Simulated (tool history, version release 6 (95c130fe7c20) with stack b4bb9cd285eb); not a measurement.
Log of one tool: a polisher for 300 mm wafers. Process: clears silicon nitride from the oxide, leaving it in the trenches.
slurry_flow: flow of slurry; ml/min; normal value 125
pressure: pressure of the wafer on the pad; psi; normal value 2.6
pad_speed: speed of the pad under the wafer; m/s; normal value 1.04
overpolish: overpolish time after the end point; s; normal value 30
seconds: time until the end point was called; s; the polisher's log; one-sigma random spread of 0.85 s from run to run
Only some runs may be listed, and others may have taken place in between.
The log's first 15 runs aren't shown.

run	hour	slurry_flow	pressure	pad_speed	overpolish	incoming thickness of the incoming film, nm	seconds
16	517.2	125	2.6	1.04	30	79.8	97.1
# hour 541.1: slurry nozzle cleaned
17	541.6	125	2.6	1.04	30	80.2	78.4
18	554.8	110	2.6	1.04	30	81.1	84.1
19	580.5	150	1.9	1.04	43	79.5	100.6
# hour 603: worn pad replaced by a new one
20	603.5	125	2.6	1.04	30	79.7	80.1
21	617	125	2.6	1.04	30	79.9	79.2
22	633.1	145	3.3	1.16	30	81.8	56.5
23	664.9	80	2	1.34	30	78.4	87.8
24	689.6	125	2.6	1.04	30	79.8	80.2
25	720.2	85	2.6	1.04	30	80	93.1
26	741.5	145	1.7	0.72	47	81	164.7
27	759.9	125	3.4	0.74	30	79.6	88.8
28	788.2	125	2.6	1.04	12	80	83.8
# hour 803.1: worn pad replaced by a new one
29	807	125	2.6	1.04	30	79	83.2
30	839	125	2.6	1.04	30	80.7	85.6
# hour 864.2: slurry nozzle cleaned
31	882.1	140	2.6	1.04	30	79.9	77
32	898.1	155	3.1	1.26	30	79.9	53
33	910.2	125	2.6	1.3	30	80.3	64
34	933.4	125	2.6	1.32	22	80.7	64
35	949.8	125	2.6	1.12	30	79.1	72.3
36	984.2	125	2.9	1.04	30	80.2	72
37	1004.7	150	1.9	0.8	20	79.8	131.2
# hour 1040.7: worn pad replaced by a new one
38	1103	90	2.6	1.04	30	80.8	95.6

Consider 3 possible next runs. They are alternatives, not a sequence: every one starts from the tool as it was left by run 38. What does each give?
A	1103.5	125	2.6	1.16	30	79.4	?
B	1103.5	125	2.6	0.9	30	79.4	?
C	1103.5	80	3.3	0.7	30	79.4	?

run	seconds
A	76.3
B	98.4
C	119.8
What these runs would have given with no unlogged condition in the tool:
run	seconds
A	72.1
B	92.9
C	109.7
